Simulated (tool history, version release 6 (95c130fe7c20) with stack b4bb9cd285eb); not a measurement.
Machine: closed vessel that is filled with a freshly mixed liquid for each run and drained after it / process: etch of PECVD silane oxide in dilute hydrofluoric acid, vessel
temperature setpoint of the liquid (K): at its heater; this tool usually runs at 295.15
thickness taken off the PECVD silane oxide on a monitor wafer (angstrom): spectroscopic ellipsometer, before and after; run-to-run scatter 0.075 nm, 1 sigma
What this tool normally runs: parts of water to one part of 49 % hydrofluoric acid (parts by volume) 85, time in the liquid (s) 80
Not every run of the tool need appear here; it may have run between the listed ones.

run	hour	temperature setpoint of the liquid (K)	parts of water to one part of 49 % hydrofluoric acid (parts by volume)	time in the liquid (s)	read-back film thickness of the PECVD silane oxide reference wafer, read on the same gauge (nm)	thickness taken off the PECVD silane oxide on a monitor wafer (angstrom)
1	0	295.15	85	80	49.87	217.2
2	20.1	295.15	85	80	49.8	217.3
3	51.2	295.15	85	80	49.75	217.1
4	71.7	295.15	85	80	49.72	217.1
5	88.6	295.15	85	80	49.63	215.9
6	113.9	295.15	85	80	49.56	215.6
7	134	295.15	85	80	49.51	214.9
# hour 147.9: thermometer replaced
8	163	295.15	85	80	49.43	216.4
9	179.5	290.65	50	100	49.31	393.1
10	195.2	295.15	85	45	49.27	121.5
# hour 202.7: gauge calibrated
11	221.7	295.15	85	125	49.94	340.4
# hour 230.9: hydrofluoric acid flow meter replaced
12	246.7	295.15	85	80	49.9	217.2
13	279.6	295.15	85	80	49.91	217.7
14	294.2	295.15	85	80	49.89	218.4
15	312.2	293.65	45	95	49.9	480.6
16	342.9	297.15	125	110	49.81	209.9
17	359.2	292.15	70	50	49.76	147.3

Measured result minus the same run's result without the hidden state. Both carry the same run-to-run variation, though not necessarily the same gauge scatter:
Hidden state at play: liquid hotter than its thermometer reads (K); hydrofluoric acid flow below the setpoint (%); gauge reads high (%).
run	thickness taken off the PECVD silane oxide on a monitor wafer (angstrom)
1	-0.6
2	-0.8
3	-1
4	-1.3
5	-1.5
6	-1.8
7	-2.1
8	-2.6
9	-5.4
10	-1.8
11	-0.4
12	-0.3
13	-0.4
14	-0.4
15	-1.3
16	-0.8
17	-0.6

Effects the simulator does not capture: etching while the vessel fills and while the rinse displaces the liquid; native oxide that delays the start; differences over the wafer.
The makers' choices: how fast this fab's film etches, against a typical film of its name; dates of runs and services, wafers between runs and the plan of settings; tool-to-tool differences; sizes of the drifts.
